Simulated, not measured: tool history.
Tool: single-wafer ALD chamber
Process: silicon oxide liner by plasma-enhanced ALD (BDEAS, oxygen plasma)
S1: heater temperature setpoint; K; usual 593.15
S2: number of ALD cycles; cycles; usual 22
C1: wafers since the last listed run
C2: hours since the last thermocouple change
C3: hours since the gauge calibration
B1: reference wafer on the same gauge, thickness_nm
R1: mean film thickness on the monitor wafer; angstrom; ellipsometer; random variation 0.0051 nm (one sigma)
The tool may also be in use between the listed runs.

run	hour	S1	S2	C1	C2	C3	B1	R1
1	0.0	593.15	22	0	739.4	404.4	1.670	20.57
2	62.7	593.15	22	1088	802.1	467.1	1.669	20.54
3	126.2	593.15	22	1101	865.6	530.6	1.670	20.50
4	196.9	583.15	22	1226	936.3	601.3	1.671	20.82
5	264.0	593.15	22	1164	1003.4	668.4	1.669	20.47
6	350.5	593.15	22	1501	1089.9	754.9	1.670	20.52
7	405.9	593.15	22	961	1145.3	810.3	1.671	20.43
8	468.9	587.15	22	1093	1208.3	873.3	1.670	20.60
9	511.5	587.15	22	739	1250.9	915.9	1.668	20.60
10	538.5	587.15	22	468	1277.9	942.9	1.670	20.58
11	590.4	601.15	22	900	1329.8	994.8	1.671	20.17
12	654.0	601.15	22	1103	1393.4	1058.4	1.670	20.11
13	710.1	593.15	22	973	1449.5	1114.5	1.671	20.40
# hour 726.7: gauge calibrated
14	767.1	593.15	22	989	1506.5	40.4	1.669	20.29
15	808.2	598.15	18	713	1547.6	81.5	1.670	16.59
# hour 854.0: thermocouple changed; heater temperature recalibrated
16	854.5	585.15	20	664	0.5	127.8	1.669	18.95
17	902.7	593.15	22	836	48.7	176.0	1.670	20.58
18	935.1	593.15	22	562	81.1	208.4	1.670	20.45
19	993.6	587.15	24	1015	139.6	266.9	1.670	22.72
20	1020.9	600.15	25	473	166.9	294.2	1.671	23.20
21	1063.9	600.15	20	746	209.9	337.2	1.668	18.45
22	1129.6	587.15	23	1140	275.6	402.9	1.671	21.72
23	1165.9	600.15	20	629	311.9	439.2	1.670	18.48
24	1285.3	599.15	24	2072	431.3	558.6	1.669	22.15
25	1337.6	587.15	26	907	483.6	610.9	1.671	24.54
26	1387.3	593.15	22	862	533.3	660.6	1.671	20.47
27	1429.8	579.15	18	737	575.8	703.1	1.670	17.11
28	1486.3	608.15	25	980	632.3	759.6	1.671	22.85
29	1542.5	593.15	22	975	688.5	815.8	1.670	20.53

Forecast each of these 3 alternatives for the next run:
A	1542.9	593.15	22	6	688.9	816.2	?	?
B	1542.9	607.15	18	6	688.9	816.2	?	?
C	1542.9	606.15	21	6	688.9	816.2	?	?

run	B1	R1
A	1.670	20.46
B	1.670	16.41
C	1.670	19.18
Without the tool's hidden state the same runs would have given:
run	R1
A	20.56
B	16.49
C	19.27
